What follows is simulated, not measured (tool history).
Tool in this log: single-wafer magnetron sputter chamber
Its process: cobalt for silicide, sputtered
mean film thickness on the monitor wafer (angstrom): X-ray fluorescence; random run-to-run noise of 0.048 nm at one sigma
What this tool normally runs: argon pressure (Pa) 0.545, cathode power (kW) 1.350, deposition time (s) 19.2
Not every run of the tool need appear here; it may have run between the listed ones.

run	hour	argon pressure (Pa)	cathode power (kW)	deposition time (s)	wafers since the last listed run	wafers on the sputter target	hours since the last manometer calibration	hours since the magnet pack was replaced	hours since the gauge calibration	read-back reference wafer on the same gauge, thickness_nm	mean film thickness on the monitor wafer (angstrom)
1	0.0	0.545	1.450	19.2	0	372	916.3	7901.0	129.7	9.500	121.17
2	13.0	0.545	1.450	19.2	289	662	929.3	7914.0	142.7	9.505	118.75
3	29.2	0.545	1.450	19.2	360	1023	945.5	7930.2	158.9	9.497	119.29
4	43.0	0.545	1.350	19.2	307	1330	959.3	7944.0	172.7	9.502	111.97
5	58.6	0.545	1.350	19.2	347	1678	974.9	7959.6	188.3	9.506	112.34
6	76.5	0.545	1.350	19.2	398	2076	992.8	7977.5	206.2	9.502	111.63
7	94.4	0.545	1.350	19.2	398	2475	1010.7	7995.4	224.1	9.492	112.28
8	108.3	0.545	1.350	19.2	309	2785	1024.6	8009.3	238.0	9.503	110.63
9	126.1	0.545	1.350	19.2	396	3181	1042.4	8027.1	255.8	9.493	109.82
# hour 142.0: magnet pack replaced, of another model than before
10	142.5	0.545	1.350	19.2	187	3369	1058.8	0.5	272.2	9.504	109.65
11	148.2	0.460	1.350	19.2	126	3496	1064.5	6.2	277.9	9.506	115.19
12	164.9	0.460	1.350	19.2	372	3868	1081.2	22.9	294.6	9.504	114.60
13	177.1	0.460	1.350	19.2	271	4139	1093.4	35.1	306.8	9.504	114.11
14	194.9	0.693	1.350	19.2	396	4536	1111.2	52.9	324.6	9.492	102.61
# hour 203.1: sputter target and shields replaced
# hour 209.1: capacitance manometer re-zeroed and calibrated
15	209.6	0.545	1.350	17.9	14	11	0.5	67.6	339.3	9.503	105.87
16	222.5	0.353	1.650	19.2	287	298	13.4	80.5	352.2	9.500	144.41
17	229.7	0.545	1.350	19.2	160	459	20.6	87.7	359.4	9.498	112.15
# hour 231.2: gauge calibrated
18	246.7	0.545	1.350	19.2	378	837	37.6	104.7	15.5	9.496	111.62
19	254.1	0.747	1.500	17.8	164	1002	45.0	112.1	22.9	9.488	101.86
20	267.2	0.545	1.050	16.7	291	1294	58.1	125.2	36.0	9.497	81.01

Predict the results of run 21:
21	274.3	0.663	1.600	21.9	158	1452	65.2	132.3	43.1	?	?

read-back reference wafer on the same gauge, thickness_nm: 9.509
mean film thickness on the monitor wafer (angstrom): 137.38
The same run, on a tool lacking any hidden state, would have yielded mean film thickness on the monitor wafer (angstrom) 142.82.
